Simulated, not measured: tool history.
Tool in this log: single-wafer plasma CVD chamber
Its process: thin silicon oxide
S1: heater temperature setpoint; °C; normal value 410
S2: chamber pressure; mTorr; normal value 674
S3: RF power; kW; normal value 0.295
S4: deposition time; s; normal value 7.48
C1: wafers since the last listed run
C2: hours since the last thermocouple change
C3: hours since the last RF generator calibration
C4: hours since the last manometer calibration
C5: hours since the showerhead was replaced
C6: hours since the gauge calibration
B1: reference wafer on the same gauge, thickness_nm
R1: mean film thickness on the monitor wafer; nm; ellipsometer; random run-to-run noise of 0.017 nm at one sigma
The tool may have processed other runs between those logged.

run     day   S1   S2     S3    S4    C1      C2      C3      C4      C5     C6      B1      R1
  1       0  410  674  0.295  7.48     0  1171.5  1142.1  3003.2  4700.9  186.9  13.406  10.823
  2   0.254  410  674  0.295  7.48   147  1177.6  1148.2  3009.3    4707    193  13.404  10.841
  3   0.708  410  674  0.295  6.46   264  1188.5  1159.1  3020.2  4717.9  203.9  13.398   9.349
  4   1.112  410  674  0.295  6.46   235  1198.2  1168.8  3029.9  4727.6  213.6  13.398   9.348
  5   1.504  410  674  0.295  6.46   227  1207.6  1178.2  3039.3    4737    223  13.403   9.357
  6   2.183  410  674  0.295  7.48   395  1223.9  1194.5  3055.6  4753.3  239.3   13.39  10.852
  7   2.721  410  570  0.295  7.48   312  1236.8  1207.4  3068.5  4766.2  252.2  13.402   9.155
      3.142  -- gauge calibrated
  8   4.954  410  570  0.295  7.48  1299  1290.4    1261  3122.1  4819.8   43.5  13.408   9.134
  9   5.329  410  734  0.295  6.28   218  1299.4    1270  3131.1  4828.8   52.5  13.394   9.902
      5.704  -- showerhead replaced
      5.729  -- capacitance manometer re-zeroed and calibrated
 10   6.054  419  764   0.34  8.38   211  1316.8  1287.4     7.8     8.4   69.9   13.41  14.414
 11   6.529  400  674  0.295  7.48   276  1328.2  1298.8    19.2    19.8   81.3    13.4  10.887
 12   7.029  410  674  0.295  7.48   290  1340.2  1310.8    31.2    31.8   93.3  13.397  10.829
      7.475  -- thermocouple changed; heater temperature recalibrated
      7.517  -- RF generator calibrated
 13   7.721  401  674  0.295  7.48   184     5.9     4.9    47.8    48.4  109.9  13.412  11.258
 14   9.421  410  570  0.295  7.48   989    46.7    45.7    88.6    89.2  150.7  13.394   9.418
 15  10.021  425  558  0.295  8.33   349    61.1    60.1     103   103.6  165.1  13.405  10.169
 16  10.375  417  674  0.295  8.44   206    69.6    68.6   111.5   112.1  173.6  13.391  12.504

Predict each of these 3 candidate next runs independently; none follows another, all start after run 16:
  A  10.392  410  674   0.26  7.48   9  70  69  111.9  112.5  174   ?   ?
  B  10.392  416  602  0.345  8.59   9  70  69  111.9  112.5  174   ?   ?
  C  10.392  402  572  0.325  6.77   9  70  69  111.9  112.5  174   ?   ?

run      B1      R1
  A  13.396   10.58
  B  13.396  12.068
  C  13.396   8.911
What these runs would have given with no unlogged condition in the tool:
run      R1
  A  10.659
  B  12.148
  C    8.97
